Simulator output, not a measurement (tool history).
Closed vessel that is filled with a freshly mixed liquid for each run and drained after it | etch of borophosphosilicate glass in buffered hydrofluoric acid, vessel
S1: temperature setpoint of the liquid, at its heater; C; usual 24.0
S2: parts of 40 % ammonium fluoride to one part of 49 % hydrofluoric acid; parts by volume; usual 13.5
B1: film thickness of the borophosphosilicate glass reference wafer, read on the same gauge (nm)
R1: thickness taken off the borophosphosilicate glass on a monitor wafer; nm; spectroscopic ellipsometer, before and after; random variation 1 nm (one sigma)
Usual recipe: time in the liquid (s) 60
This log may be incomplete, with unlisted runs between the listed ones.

Run 1, day 0.000: usual settings but S2 11.5 parts by volume; B1 130.03. Result: R1 156.57 nm.
Run 2, day 2.292: usual settings but S2 11.5 parts by volume; B1 130.00. Result: R1 156.35 nm.
Run 3, day 4.225: usual settings; B1 130.02. Result: R1 133.59 nm.
Run 4, day 5.988: usual settings; B1 129.98. Result: R1 132.44 nm.
Run 5, day 7.558: usual settings; B1 130.00. Result: R1 130.88 nm.
Run 6, day 10.300: usual settings but S1 22.5 C, S2 15.5 parts by volume; B1 130.00. Result: R1 106.11 nm.
Run 7, day 11.650: usual settings but S1 22.5 C, S2 15.5 parts by volume; B1 130.00. Result: R1 105.87 nm.
At day 13.212: thermometer replaced.
Run 8, day 13.817: usual settings but S1 22.5 C, S2 15.5 parts by volume; B1 130.04. Result: R1 106.06 nm.
Run 9, day 16.508: usual settings but S2 14.5 parts by volume; B1 130.00. Result: R1 122.99 nm.
Run 10, day 18.442: usual settings but S2 14.5 parts by volume; B1 130.00. Result: R1 123.46 nm.
Run 11, day 20.283: usual settings but S1 20.0 C, time in the liquid (s) 45; B1 130.02. Result: R1 78.13 nm.
At day 20.679: gauge calibrated.
At day 21.267: hydrofluoric acid flow meter replaced.
Run 12, day 22.604: usual settings but S1 27.0 C, time in the liquid (s) 70; B1 130.01. Result: R1 167.08 nm.
Run 13, day 23.762: usual settings but S1 25.5 C, S2 12.0 parts by volume; B1 130.03. Result: R1 147.86 nm.
Run 14, day 26.692: usual settings but S1 19.0 C, S2 18.0 parts by volume, time in the liquid (s) 75; B1 129.98. Result: R1 87.95 nm.
Run 15, day 28.817: usual settings but S1 26.0 C, S2 18.0 parts by volume, time in the liquid (s) 40; B1 130.01. Result: R1 68.45 nm.
At day 29.392: hydrofluoric acid flow meter replaced, repeated, since the last time left the tool worse.
Run 16, day 31.183: usual settings but S1 27.5 C, S2 11.0 parts by volume, time in the liquid (s) 80; B1 130.01. Result: R1 271.51 nm.
Run 17, day 32.604: usual settings but time in the liquid (s) 75; B1 130.01. Result: R1 169.83 nm.
Run 18, day 35.967: usual settings but S1 22.5 C, S2 15.5 parts by volume; B1 129.98. Result: R1 110.40 nm.
Run 19, day 42.171: usual settings but time in the liquid (s) 80; B1 130.00. Result: R1 178.51 nm.
Run 20, day 43.892: usual settings; B1 130.02. Result: R1 134.54 nm.

Branching from run 20: 3 alternative next runs. What would each branch give?
Run A, day 43.921: usual settings; B1 ?. Result: R1 ?.
Run B, day 43.921: usual settings but S1 21.5 C, S2 17.0 parts by volume, time in the liquid (s) 75; B1 ?. Result: R1 ?.
Run C, day 43.921: usual settings but S1 27.0 C, time in the liquid (s) 45; B1 ?. Result: R1 ?.

run      B1      R1
  A  129.96  134.31
  B  129.96  116.67
  C  129.96  118.29
Without the tool's unlogged condition, the same runs would have read:
run      R1
  A  138.45
  B  120.27
  C  121.93

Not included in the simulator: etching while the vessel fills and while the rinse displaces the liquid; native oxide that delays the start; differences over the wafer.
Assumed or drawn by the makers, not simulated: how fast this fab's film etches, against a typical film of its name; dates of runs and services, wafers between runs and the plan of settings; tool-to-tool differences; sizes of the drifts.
